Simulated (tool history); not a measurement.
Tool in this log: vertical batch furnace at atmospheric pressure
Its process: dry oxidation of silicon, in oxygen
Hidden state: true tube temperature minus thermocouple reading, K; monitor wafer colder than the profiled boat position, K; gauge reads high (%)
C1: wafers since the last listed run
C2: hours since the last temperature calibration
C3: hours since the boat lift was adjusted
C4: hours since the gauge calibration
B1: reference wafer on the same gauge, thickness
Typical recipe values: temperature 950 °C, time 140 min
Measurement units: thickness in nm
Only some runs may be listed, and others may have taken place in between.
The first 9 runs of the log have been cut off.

Run 10, day 8.008: usual settings; C1 278; C2 2927.2; C3 3591.2; C4 426.7; B1 53.05. Result: thickness 54.55 nm.
Run 11, day 10.792: usual settings; C1 707; C2 2994; C3 3658; C4 493.5; B1 53.14. Result: thickness 54.33 nm.
Run 12, day 11.375: usual settings; C1 148; C2 3008; C3 3672; C4 507.5; B1 53.11. Result: thickness 54.56 nm.
Run 13, day 11.933: usual settings; C1 141; C2 3021.4; C3 3685.4; C4 520.9; B1 53.17. Result: thickness 54.65 nm.
At day 14.867: gauge calibrated.
Run 14, day 15.188: usual settings but time 167 min; C1 827; C2 3099.5; C3 3763.5; C4 7.7; B1 53.15. Result: thickness 61.96 nm.
Run 15, day 16.196: usual settings but time 167 min; C1 256; C2 3123.7; C3 3787.7; C4 31.9; B1 53.08. Result: thickness 61.99 nm.
Run 16, day 16.821: usual settings but time 167 min; C1 158; C2 3138.7; C3 3802.7; C4 46.9; B1 53.08. Result: thickness 61.85 nm.
Run 17, day 17.904: usual settings but time 171 min; C1 275; C2 3164.7; C3 3828.7; C4 72.9; B1 53.11. Result: thickness 62.73 nm.
Run 18, day 20.167: usual settings but time 171 min; C1 575; C2 3219; C3 3883; C4 127.2; B1 53.07. Result: thickness 63.08 nm.
Run 19, day 21.05: usual settings but temperature 933 °C; C1 224; C2 3240.2; C3 3904.2; C4 148.4; B1 53.11. Result: thickness 45.6 nm.
Run 20, day 21.612: usual settings; C1 142; C2 3253.7; C3 3917.7; C4 161.9; B1 53.11. Result: thickness 54.51 nm.
Run 21, day 22.608: usual settings but temperature 935 °C, time 162 min; C1 253; C2 3277.6; C3 3941.6; C4 185.8; B1 53.13. Result: thickness 51.57 nm.
Run 22, day 23.275: usual settings; C1 169; C2 3293.6; C3 3957.6; C4 201.8; B1 53.1. Result: thickness 54.47 nm.
Run 23, day 23.988: usual settings but time 167 min; C1 181; C2 3310.7; C3 3974.7; C4 218.9; B1 53.08. Result: thickness 61.66 nm.
Run 24, day 24.75: usual settings but temperature 966 °C, time 90 min; C1 193; C2 3329; C3 3993; C4 237.2; B1 53.05. Result: thickness 46.54 nm.
At day 26.096: boat lift adjusted.
At day 26.7: thermocouples replaced and temperature profile calibrated.
Run 25, day 26.721: usual settings but temperature 958 °C, time 195.5 min; C1 93; C2 0.5; C3 15; C4 284.5; B1 53.08. Result: thickness 78.18 nm.
Run 26, day 26.983: usual settings but time 89 min; C1 66; C2 6.8; C3 21.3; C4 290.8; B1 53.12. Result: thickness 40.92 nm.
Run 27, day 27.246: usual settings but time 115.5 min; C1 66; C2 13.1; C3 27.6; C4 297.1; B1 53.12. Result: thickness 49.5 nm.
Run 28, day 27.692: usual settings but temperature 928 °C; C1 113; C2 23.8; C3 38.3; C4 307.8; B1 53.07. Result: thickness 44.8 nm.
Run 29, day 28.792: usual settings but temperature 959 °C, time 161 min; C1 279; C2 50.2; C3 64.7; C4 334.2; B1 53.05. Result: thickness 68.2 nm.
Run 30, day 29.604: usual settings but temperature 961 °C, time 182.5 min; C1 206; C2 69.7; C3 84.2; C4 353.7; B1 53.08. Result: thickness 75.85 nm.
Run 31, day 30.679: usual settings; C1 273; C2 95.5; C3 110; C4 379.5; B1 53.08. Result: thickness 56.66 nm.
Run 32, day 31.696: usual settings but time 74.5 min; C1 258; C2 119.9; C3 134.4; C4 403.9; B1 53.08. Result: thickness 36.27 nm.

What does the tool deliver on the next run?
Run 33, day 32.262: usual settings but temperature 943 °C, time 114 min; C1 144; C2 133.5; C3 148; C4 417.5; B1 ?. Result: thickness ?.

{"run 33": {"B1": 53.05, "thickness": 45.37}}
Without the tool's hidden state the same run would have given thickness 45.69 nm.

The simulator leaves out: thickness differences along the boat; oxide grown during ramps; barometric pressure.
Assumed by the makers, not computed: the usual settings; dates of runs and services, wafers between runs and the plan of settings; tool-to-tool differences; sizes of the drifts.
